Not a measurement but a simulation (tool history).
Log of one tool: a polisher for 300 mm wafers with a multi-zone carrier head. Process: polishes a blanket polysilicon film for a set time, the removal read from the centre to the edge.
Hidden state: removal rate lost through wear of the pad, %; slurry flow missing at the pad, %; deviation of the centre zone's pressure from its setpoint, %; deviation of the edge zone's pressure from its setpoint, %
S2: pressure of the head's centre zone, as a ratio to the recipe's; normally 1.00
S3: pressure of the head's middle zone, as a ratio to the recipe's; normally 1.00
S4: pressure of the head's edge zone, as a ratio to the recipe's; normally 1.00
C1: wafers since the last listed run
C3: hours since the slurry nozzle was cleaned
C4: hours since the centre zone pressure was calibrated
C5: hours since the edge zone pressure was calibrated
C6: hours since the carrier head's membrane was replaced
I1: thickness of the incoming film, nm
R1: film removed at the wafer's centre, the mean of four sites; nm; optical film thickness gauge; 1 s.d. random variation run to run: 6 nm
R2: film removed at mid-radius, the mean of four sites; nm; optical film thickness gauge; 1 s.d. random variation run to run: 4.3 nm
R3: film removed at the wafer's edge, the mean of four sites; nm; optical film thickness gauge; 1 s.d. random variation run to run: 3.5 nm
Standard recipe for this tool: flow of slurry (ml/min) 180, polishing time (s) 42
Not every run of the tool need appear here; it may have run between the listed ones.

{"run": 1, "hour": 0.0, "flow of slurry (ml/min)": 180, "S2": 1.0, "S3": 1.0, "S4": 1.0, "polishing time (s)": 42, "C1": 0, "wafers polished on this pad": 808, "C3": 435.2, "C4": 1171.2, "C5": 784.9, "C6": 1045.9, "I1": 1321.1, "R1": 383.3, "R2": 384.3, "R3": 390.7}
{"hour": 9.8, "done": "edge zone pressure recalibrated"}
{"hour": 51.6, "done": "slurry nozzle cleaned"}
{"run": 2, "hour": 60.8, "flow of slurry (ml/min)": 180, "S2": 1.0, "S3": 1.0, "S4": 1.0, "polishing time (s)": 42, "C1": 659, "wafers polished on this pad": 1468, "C3": 9.2, "C4": 1232.0, "C5": 51.0, "C6": 1106.7, "I1": 1336.8, "R1": 399.1, "R2": 403.6, "R3": 397.5}
{"run": 3, "hour": 103.3, "flow of slurry (ml/min)": 180, "S2": 1.0, "S3": 1.0, "S4": 1.0, "polishing time (s)": 42, "C1": 484, "wafers polished on this pad": 1952, "C3": 51.7, "C4": 1274.5, "C5": 93.5, "C6": 1149.2, "I1": 1361.4, "R1": 391.0, "R2": 388.6, "R3": 391.4}
{"run": 4, "hour": 155.5, "flow of slurry (ml/min)": 180, "S2": 1.0, "S3": 1.0, "S4": 1.04, "polishing time (s)": 42, "C1": 595, "wafers polished on this pad": 2548, "C3": 103.9, "C4": 1326.7, "C5": 145.7, "C6": 1201.4, "I1": 1351.8, "R1": 373.7, "R2": 373.7, "R3": 387.6}
{"hour": 203.4, "done": "worn pad replaced by a new one"}
{"run": 5, "hour": 213.5, "flow of slurry (ml/min)": 180, "S2": 1.0, "S3": 1.0, "S4": 1.04, "polishing time (s)": 42, "C1": 615, "wafers polished on this pad": 114, "C3": 161.9, "C4": 1384.7, "C5": 203.7, "C6": 1259.4, "I1": 1363.6, "R1": 420.6, "R2": 410.0, "R3": 416.1}
{"hour": 249.7, "done": "carrier head's membrane replaced by a new one"}
{"run": 6, "hour": 250.2, "flow of slurry (ml/min)": 180, "S2": 1.0, "S3": 1.0, "S4": 1.04, "polishing time (s)": 42, "C1": 361, "wafers polished on this pad": 476, "C3": 198.6, "C4": 1421.4, "C5": 240.4, "C6": 0.5, "I1": 1352.7, "R1": 399.3, "R2": 393.2, "R3": 415.9}
{"run": 7, "hour": 306.5, "flow of slurry (ml/min)": 180, "S2": 1.06, "S3": 1.0, "S4": 1.0, "polishing time (s)": 42, "C1": 642, "wafers polished on this pad": 1118, "C3": 254.9, "C4": 1477.7, "C5": 296.7, "C6": 56.8, "I1": 1346.6, "R1": 414.1, "R2": 394.9, "R3": 387.1}
{"hour": 319.4, "done": "centre zone pressure recalibrated"}
{"run": 8, "hour": 344.7, "flow of slurry (ml/min)": 120, "S2": 1.0, "S3": 0.91, "S4": 1.0, "polishing time (s)": 42, "C1": 412, "wafers polished on this pad": 1531, "C3": 293.1, "C4": 25.3, "C5": 334.9, "C6": 95.0, "I1": 1371.7, "R1": 344.1, "R2": 329.3, "R3": 361.6}
{"run": 9, "hour": 389.5, "flow of slurry (ml/min)": 180, "S2": 1.0, "S3": 1.0, "S4": 1.0, "polishing time (s)": 42, "C1": 510, "wafers polished on this pad": 2041, "C3": 337.9, "C4": 70.1, "C5": 379.7, "C6": 139.8, "I1": 1346.8, "R1": 376.5, "R2": 373.7, "R3": 375.0}
{"run": 10, "hour": 413.7, "flow of slurry (ml/min)": 180, "S2": 1.05, "S3": 1.09, "S4": 1.04, "polishing time (s)": 42, "C1": 275, "wafers polished on this pad": 2317, "C3": 362.1, "C4": 94.3, "C5": 403.9, "C6": 164.0, "I1": 1350.8, "R1": 395.1, "R2": 401.6, "R3": 379.6}
{"run": 11, "hour": 483.6, "flow of slurry (ml/min)": 180, "S2": 1.0, "S3": 1.0, "S4": 1.05, "polishing time (s)": 42, "C1": 797, "wafers polished on this pad": 3115, "C3": 432.0, "C4": 164.2, "C5": 473.8, "C6": 233.9, "I1": 1351.5, "R1": 360.2, "R2": 358.3, "R3": 370.1}
{"hour": 498.1, "done": "worn pad replaced by a new one"}
{"run": 12, "hour": 518.6, "flow of slurry (ml/min)": 180, "S2": 1.0, "S3": 1.0, "S4": 1.0, "polishing time (s)": 42, "C1": 353, "wafers polished on this pad": 234, "C3": 467.0, "C4": 199.2, "C5": 508.8, "C6": 268.9, "I1": 1345.5, "R1": 391.1, "R2": 402.9, "R3": 405.9}
{"hour": 564.6, "done": "slurry nozzle cleaned"}
{"run": 13, "hour": 573.0, "flow of slurry (ml/min)": 140, "S2": 1.0, "S3": 1.11, "S4": 1.0, "polishing time (s)": 36, "C1": 608, "wafers polished on this pad": 843, "C3": 8.4, "C4": 253.6, "C5": 563.2, "C6": 323.3, "I1": 1345.9, "R1": 342.1, "R2": 372.5, "R3": 334.4}
{"hour": 612.2, "done": "edge zone pressure recalibrated"}
{"run": 14, "hour": 624.7, "flow of slurry (ml/min)": 180, "S2": 1.0, "S3": 1.0, "S4": 1.0, "polishing time (s)": 42, "C1": 566, "wafers polished on this pad": 1409, "C3": 60.1, "C4": 305.3, "C5": 12.5, "C6": 375.0, "I1": 1348.2, "R1": 400.8, "R2": 407.9, "R3": 394.0}
{"run": 15, "hour": 664.3, "flow of slurry (ml/min)": 195, "S2": 0.95, "S3": 0.93, "S4": 1.0, "polishing time (s)": 42, "C1": 451, "wafers polished on this pad": 1861, "C3": 99.7, "C4": 344.9, "C5": 52.1, "C6": 414.6, "I1": 1344.0, "R1": 367.4, "R2": 371.5, "R3": 387.0}
{"run": 16, "hour": 689.0, "flow of slurry (ml/min)": 180, "S2": 1.0, "S3": 1.0, "S4": 1.0, "polishing time (s)": 42, "C1": 281, "wafers polished on this pad": 2143, "C3": 124.4, "C4": 369.6, "C5": 76.8, "C6": 439.3, "I1": 1339.1, "R1": 372.5, "R2": 387.5, "R3": 381.4}
{"run": 17, "hour": 736.0, "flow of slurry (ml/min)": 180, "S2": 1.0, "S3": 1.0, "S4": 1.0, "polishing time (s)": 42, "C1": 535, "wafers polished on this pad": 2679, "C3": 171.4, "C4": 416.6, "C5": 123.8, "C6": 486.3, "I1": 1361.7, "R1": 360.4, "R2": 374.2, "R3": 375.5}
{"run": 18, "hour": 775.7, "flow of slurry (ml/min)": 215, "S2": 1.0, "S3": 1.0, "S4": 1.09, "polishing time (s)": 35, "C1": 452, "wafers polished on this pad": 3131, "C3": 211.1, "C4": 456.3, "C5": 163.5, "C6": 526.0, "I1": 1353.0, "R1": 308.6, "R2": 308.1, "R3": 322.7}
{"hour": 814.3, "done": "worn pad replaced by a new one"}
{"run": 19, "hour": 824.9, "flow of slurry (ml/min)": 180, "S2": 1.0, "S3": 1.0, "S4": 1.0, "polishing time (s)": 42, "C1": 515, "wafers polished on this pad": 121, "C3": 260.3, "C4": 505.5, "C5": 212.7, "C6": 575.2, "I1": 1359.8, "R1": 406.7, "R2": 407.9, "R3": 410.0}
{"run": 20, "hour": 894.2, "flow of slurry (ml/min)": 180, "S2": 0.9, "S3": 1.0, "S4": 1.0, "polishing time (s)": 52, "C1": 790, "wafers polished on this pad": 911, "C3": 329.6, "C4": 574.8, "C5": 282.0, "C6": 644.5, "I1": 1329.7, "R1": 440.2, "R2": 486.2, "R3": 487.9}
{"run": 21, "hour": 956.3, "flow of slurry (ml/min)": 180, "S2": 1.0, "S3": 1.0, "S4": 1.0, "polishing time (s)": 50, "C1": 708, "wafers polished on this pad": 1619, "C3": 391.7, "C4": 636.9, "C5": 344.1, "C6": 706.6, "I1": 1340.5, "R1": 457.5, "R2": 454.9, "R3": 457.1}
{"run": 22, "hour": 1026.1, "flow of slurry (ml/min)": 180, "S2": 1.0, "S3": 1.0, "S4": 0.96, "polishing time (s)": 42, "C1": 795, "wafers polished on this pad": 2415, "C3": 461.5, "C4": 706.7, "C5": 413.9, "C6": 776.4, "I1": 1358.0, "R1": 365.0, "R2": 367.9, "R3": 369.6}
{"hour": 1081.9, "done": "slurry nozzle cleaned"}
{"run": 23, "hour": 1092.6, "flow of slurry (ml/min)": 180, "S2": 1.0, "S3": 1.0, "S4": 1.0, "polishing time (s)": 37, "C1": 746, "wafers polished on this pad": 3162, "C3": 10.7, "C4": 773.2, "C5": 480.4, "C6": 842.9, "I1": 1336.7, "R1": 328.6, "R2": 332.5, "R3": 330.0}

Describe how what the log doesn't record of the tool's condition differs between the last listed run preceding each entry between runs and the first listed run following it.
After run 1, before run 2: edge zone pressure recalibrated (hour 9.8); slurry nozzle cleaned (hour 51.6)
  removal rate lost through wear of the pad, %: 3.42 -> 5.73; slurry flow missing at the pad, %: 31.8 -> 1.79
  measured less the result without the state, R1: -44.1 -> -25.6 nm; R2: -40.7 -> -25.7 nm; R3: -33.5 -> -25.0 nm
After run 4, before run 5: worn pad replaced by a new one (hour 203.4)
  removal rate lost through wear of the pad, %: 9.33 -> 0.513; slurry flow missing at the pad, %: 14.2 -> 18.8
  measured less the result without the state, R1: -49.7 -> -18.3 nm; R2: -48.4 -> -16.1 nm; R3: -47.4 -> -12.5 nm
After run 5, before run 6: carrier head's membrane replaced by a new one (hour 249.7)
  removal rate lost through wear of the pad, %: 0.513 -> 1.91; slurry flow missing at the pad, %: 18.8 -> 21
  measured less the result without the state, R1: -18.3 -> -25.6 nm; R2: -16.1 -> -23.2 nm; R3: -12.5 -> -20.0 nm
After run 7, before run 8: centre zone pressure recalibrated (hour 319.4)
  removal rate lost through wear of the pad, %: 4.05 -> 5.5; slurry flow missing at the pad, %: 23.4 -> 24.6
  measured less the result without the state, R1: -39.3 -> -48.6 nm; R2: -35.1 -> -43.0 nm; R3: -29.3 -> -38.9 nm
After run 11, before run 12: worn pad replaced by a new one (hour 498.1)
  removal rate lost through wear of the pad, %: 10.8 -> 1.1; slurry flow missing at the pad, %: 27.3 -> 27.6
  measured less the result without the state, R1: -68.4 -> -29.2 nm; R2: -65.3 -> -27.2 nm; R3: -61.0 -> -21.0 nm
After run 12, before run 13: slurry nozzle cleaned (hour 564.6)
  removal rate lost through wear of the pad, %: 1.1 -> 3.16; slurry flow missing at the pad, %: 27.6 -> 3.59
  measured less the result without the state, R1: -29.2 -> -14.0 nm; R2: -27.2 -> -14.8 nm; R3: -21.0 -> -12.6 nm
After run 13, before run 14: edge zone pressure recalibrated (hour 612.2)
  removal rate lost through wear of the pad, %: 3.16 -> 5.13; slurry flow missing at the pad, %: 3.59 -> 11.3
  measured less the result without the state, R1: -14.0 -> -30.6 nm; R2: -14.8 -> -30.1 nm; R3: -12.6 -> -27.0 nm
After run 18, before run 19: worn pad replaced by a new one (hour 814.3)
  removal rate lost through wear of the pad, %: 10.9 -> 0.626; slurry flow missing at the pad, %: 23.5 -> 25.5
  measured less the result without the state, R1: -52.4 -> -25.7 nm; R2: -50.8 -> -23.2 nm; R3: -49.5 -> -17.5 nm
After run 22, before run 23: slurry nozzle cleaned (hour 1081.9)
  removal rate lost through wear of the pad, %: 8.27 -> 10.8; slurry flow missing at the pad, %: 29.5 -> 6.4
  measured less the result without the state, R1: -60.4 -> -44.0 nm; R2: -57.7 -> -44.0 nm; R3: -51.0 -> -42.7 nm

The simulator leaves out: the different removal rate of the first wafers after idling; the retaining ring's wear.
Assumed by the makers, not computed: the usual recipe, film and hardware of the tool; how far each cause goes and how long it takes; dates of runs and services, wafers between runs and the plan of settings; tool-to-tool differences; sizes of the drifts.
